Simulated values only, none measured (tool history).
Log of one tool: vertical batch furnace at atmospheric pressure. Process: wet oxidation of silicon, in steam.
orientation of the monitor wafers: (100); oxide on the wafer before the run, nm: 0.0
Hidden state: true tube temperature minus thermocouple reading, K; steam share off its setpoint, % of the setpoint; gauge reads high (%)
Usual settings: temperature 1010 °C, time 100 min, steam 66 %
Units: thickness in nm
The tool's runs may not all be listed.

run,hour,temperature,time,steam,wafers since the last listed run,hours since the last temperature calibration,hours since the steam generator was serviced,hours since the gauge calibration,"read-back reference wafer on the same gauge, thickness",thickness
1,0,1010,125,66,0,1068.1,493.1,624.3,430.07,556.61
2,42.4,1010,100,66,397,1110.5,535.5,666.7,430.05,485.68
3,88.6,1010,100,66,432,1156.7,581.7,712.9,430.1,484.96
4,144.6,1002,100,66,524,1212.7,637.7,768.9,430.43,462.04
# hour 246.4: gauge calibrated
5,353.3,1002,100,66,1954,1421.4,846.4,106.9,429.38,466.61
6,421.9,1002,100,66,642,1490,915,175.5,429.95,470.05
7,485.6,1010,74,66,596,1553.7,978.7,239.2,430,405.5
8,545.3,1010,74,66,559,1613.4,1038.4,298.9,429.74,401.67
9,610.9,1010,100,66,614,1679,1104,364.5,430.49,490.48
10,678.4,1010,100,62,632,1746.5,1171.5,432,430.16,475.12
11,710.8,1010,100,62,303,1778.9,1203.9,464.4,430.78,472.96
12,780.8,1010,100,62,655,1848.9,1273.9,534.4,429.93,473.99
13,824.2,1010,100,57,406,1892.3,1317.3,577.8,429.85,447.13
14,868.5,1010,100,57,414,1936.6,1361.6,622.1,430.42,449.72
15,897.6,1010,100,66,272,1965.7,1390.7,651.2,430.33,490.82
16,965.7,1010,64,66,637,2033.8,1458.8,719.3,430.28,367.18
17,1030.7,1010,100,54,608,2098.8,1523.8,784.3,430.59,429.51
18,1061.8,990,133,66,291,2129.9,1554.9,815.4,430.07,519.78
# hour 1064.5: gauge calibrated
19,1127.5,1004,138.5,77,615,2195.6,1620.6,63,430.45,636.97
20,1163.6,1010,100,62,338,2231.7,1656.7,99.1,429.87,469.48
21,1202.9,1010,100,73,368,2271,1696,138.4,430.16,518.2
22,1247,1010,100,55,413,2315.1,1740.1,182.5,430.02,439.64
23,1271.8,1010,100,66,232,2339.9,1764.9,207.3,429.85,490.81
# hour 1297.1: thermocouples replaced and temperature profile calibrated
24,1310.9,1010,100,66,141,13.8,1804,246.4,430.25,477.86
# hour 1354.6: steam generator serviced
25,1355.1,994,100,66,189,58,0.5,290.6,430.11,424.66
26,1402.9,1020,55,66,447,105.8,48.3,338.4,430.07,339.05
27,1428.4,993,100,76,238,131.3,73.8,363.9,430.34,469.74
28,1479.7,1010,100,60,480,182.6,125.1,415.2,429.84,447.31
29,1515.5,990,100,69,335,218.4,160.9,451,429.75,431.51
30,1570.8,1010,100,66,517,273.7,216.2,506.3,430.66,475.72
31,1597.6,1020,145.5,63,251,300.5,243,533.1,430.95,632.89
32,1633.8,1010,100,66,339,336.7,279.2,569.3,429.58,483.32
33,1702.1,1003,100,72,639,405,347.5,637.6,430.19,486.35

The same runs without the tool's hidden state, with the same run-to-run variation:
run,thickness
1,542.64
2,472.58
3,471.66
4,448.43
5,452.12
6,455.25
7,392.27
8,388.43
9,475.38
10,460.11
11,457.96
12,458.84
13,432.46
14,434.89
15,475.2
16,353.97
17,414.94
18,501.95
19,617.91
20,453.97
21,501.75
22,424.59
23,474.75
24,477.12
25,423
26,337.01
27,466.43
28,443.45
29,426.79
30,470.26
31,626.18
32,476.86
33,478.76
